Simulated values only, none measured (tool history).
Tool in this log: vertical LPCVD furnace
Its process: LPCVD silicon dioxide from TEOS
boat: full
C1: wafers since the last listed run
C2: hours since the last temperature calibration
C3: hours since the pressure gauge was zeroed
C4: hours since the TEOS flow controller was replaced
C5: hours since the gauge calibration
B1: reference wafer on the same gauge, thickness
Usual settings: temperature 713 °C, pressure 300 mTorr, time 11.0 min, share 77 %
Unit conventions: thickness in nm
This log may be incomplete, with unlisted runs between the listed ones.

{"run": 1, "hour": 0.0, "temperature": 713, "pressure": 300, "time": 11.0, "share": 77, "C1": 0, "C2": 1512.2, "C3": 1368.2, "C4": 4642.9, "C5": 293.1, "B1": 129.37, "thickness": 115.74}
{"run": 2, "hour": 57.1, "temperature": 713, "pressure": 300, "time": 11.0, "share": 77, "C1": 1121, "C2": 1569.3, "C3": 1425.3, "C4": 4700.0, "C5": 350.2, "B1": 129.09, "thickness": 116.72}
{"run": 3, "hour": 97.7, "temperature": 713, "pressure": 300, "time": 11.0, "share": 77, "C1": 797, "C2": 1609.9, "C3": 1465.9, "C4": 4740.6, "C5": 390.8, "B1": 128.72, "thickness": 116.75}
{"run": 4, "hour": 152.5, "temperature": 713, "pressure": 300, "time": 11.0, "share": 77, "C1": 1076, "C2": 1664.7, "C3": 1520.7, "C4": 4795.4, "C5": 445.6, "B1": 129.05, "thickness": 116.61}
{"run": 5, "hour": 178.2, "temperature": 713, "pressure": 300, "time": 11.0, "share": 77, "C1": 504, "C2": 1690.4, "C3": 1546.4, "C4": 4821.1, "C5": 471.3, "B1": 129.08, "thickness": 117.28}
{"run": 6, "hour": 226.2, "temperature": 713, "pressure": 300, "time": 11.0, "share": 77, "C1": 942, "C2": 1738.4, "C3": 1594.4, "C4": 4869.1, "C5": 519.3, "B1": 128.98, "thickness": 116.53}
{"run": 7, "hour": 268.3, "temperature": 713, "pressure": 300, "time": 11.0, "share": 77, "C1": 826, "C2": 1780.5, "C3": 1636.5, "C4": 4911.2, "C5": 561.4, "B1": 128.9, "thickness": 116.86}
{"run": 8, "hour": 302.4, "temperature": 713, "pressure": 300, "time": 11.0, "share": 77, "C1": 669, "C2": 1814.6, "C3": 1670.6, "C4": 4945.3, "C5": 595.5, "B1": 129.1, "thickness": 116.82}
{"run": 9, "hour": 326.7, "temperature": 713, "pressure": 300, "time": 11.0, "share": 77, "C1": 477, "C2": 1838.9, "C3": 1694.9, "C4": 4969.6, "C5": 619.8, "B1": 129.04, "thickness": 116.4}
{"hour": 387.9, "done": "thermocouples replaced and temperature profile calibrated"}
{"run": 10, "hour": 391.2, "temperature": 713, "pressure": 300, "time": 11.0, "share": 77, "C1": 795, "C2": 3.3, "C3": 1759.4, "C4": 5034.1, "C5": 684.3, "B1": 129.37, "thickness": 115.8}
{"run": 11, "hour": 452.3, "temperature": 713, "pressure": 300, "time": 13.0, "share": 77, "C1": 1199, "C2": 64.4, "C3": 1820.5, "C4": 5095.2, "C5": 745.4, "B1": 129.05, "thickness": 137.77}
{"run": 12, "hour": 486.5, "temperature": 713, "pressure": 300, "time": 13.0, "share": 77, "C1": 671, "C2": 98.6, "C3": 1854.7, "C4": 5129.4, "C5": 779.6, "B1": 128.99, "thickness": 138.04}
{"hour": 540.3, "done": "pressure gauge zeroed"}
{"hour": 552.4, "done": "TEOS flow controller replaced"}
{"run": 13, "hour": 552.9, "temperature": 713, "pressure": 300, "time": 13.5, "share": 77, "C1": 595, "C2": 165.0, "C3": 12.6, "C4": 0.5, "C5": 846.0, "B1": 129.21, "thickness": 147.05}
{"run": 14, "hour": 560.9, "temperature": 713, "pressure": 360, "time": 12.5, "share": 81, "C1": 157, "C2": 173.0, "C3": 20.6, "C4": 8.5, "C5": 854.0, "B1": 128.97, "thickness": 152.04}
{"run": 15, "hour": 588.8, "temperature": 713, "pressure": 300, "time": 12.5, "share": 77, "C1": 547, "C2": 200.9, "C3": 48.5, "C4": 36.4, "C5": 881.9, "B1": 129.04, "thickness": 136.9}
{"run": 16, "hour": 617.3, "temperature": 709, "pressure": 300, "time": 11.0, "share": 64, "C1": 559, "C2": 229.4, "C3": 77.0, "C4": 64.9, "C5": 910.4, "B1": 128.73, "thickness": 99.79}
{"run": 17, "hour": 657.1, "temperature": 713, "pressure": 300, "time": 13.0, "share": 77, "C1": 781, "C2": 269.2, "C3": 116.8, "C4": 104.7, "C5": 950.2, "B1": 129.17, "thickness": 140.99}
{"hour": 704.8, "done": "gauge calibrated"}
{"run": 18, "hour": 711.3, "temperature": 713, "pressure": 255, "time": 13.5, "share": 77, "C1": 1064, "C2": 323.4, "C3": 171.0, "C4": 158.9, "C5": 6.5, "B1": 128.81, "thickness": 134.79}
{"run": 19, "hour": 777.6, "temperature": 713, "pressure": 300, "time": 7.5, "share": 77, "C1": 1301, "C2": 389.7, "C3": 237.3, "C4": 225.2, "C5": 72.8, "B1": 129.11, "thickness": 81.76}
{"run": 20, "hour": 801.8, "temperature": 713, "pressure": 360, "time": 12.5, "share": 81, "C1": 475, "C2": 413.9, "C3": 261.5, "C4": 249.4, "C5": 97.0, "B1": 128.92, "thickness": 152.04}
{"run": 21, "hour": 838.3, "temperature": 713, "pressure": 300, "time": 11.0, "share": 77, "C1": 716, "C2": 450.4, "C3": 298.0, "C4": 285.9, "C5": 133.5, "B1": 129.0, "thickness": 118.3}
{"run": 22, "hour": 1007.1, "temperature": 717, "pressure": 275, "time": 10.0, "share": 63, "C1": 3314, "C2": 619.2, "C3": 466.8, "C4": 454.7, "C5": 302.3, "B1": 128.99, "thickness": 101.63}
{"run": 23, "hour": 1034.2, "temperature": 713, "pressure": 300, "time": 11.0, "share": 77, "C1": 532, "C2": 646.3, "C3": 493.9, "C4": 481.8, "C5": 329.4, "B1": 128.97, "thickness": 117.11}
{"run": 24, "hour": 1068.0, "temperature": 713, "pressure": 300, "time": 11.0, "share": 77, "C1": 663, "C2": 680.1, "C3": 527.7, "C4": 515.6, "C5": 363.2, "B1": 129.03, "thickness": 117.23}
{"run": 25, "hour": 1138.3, "temperature": 706, "pressure": 300, "time": 12.0, "share": 87, "C1": 1380, "C2": 750.4, "C3": 598.0, "C4": 585.9, "C5": 433.5, "B1": 128.73, "thickness": 117.25}
{"run": 26, "hour": 1205.4, "temperature": 713, "pressure": 300, "time": 11.0, "share": 70, "C1": 1317, "C2": 817.5, "C3": 665.1, "C4": 653.0, "C5": 500.6, "B1": 128.81, "thickness": 112.63}

Across each entry between runs, compare the hidden state at the last listed run before it with the hidden state at the first listed run after it:
Logged between run 9 and run 10: thermocouples replaced and temperature profile calibrated (hour 387.9)
  true pressure minus gauge reading, mTorr: -16.1 -> -16.2
  measured minus no-state result, thickness: -3.27 -> -3.27 nm
Logged between run 12 and run 13: pressure gauge zeroed (hour 540.3); TEOS flow controller replaced (hour 552.4)
  true pressure minus gauge reading, mTorr: -16.4 -> -1.52
  measured minus no-state result, thickness: -3.93 -> -0.38 nm
Logged between run 17 and run 18: gauge calibrated (hour 704.8)
  true pressure minus gauge reading, mTorr: -3.94 -> -5.05
  measured minus no-state result, thickness: -0.94 -> -1.36 nm
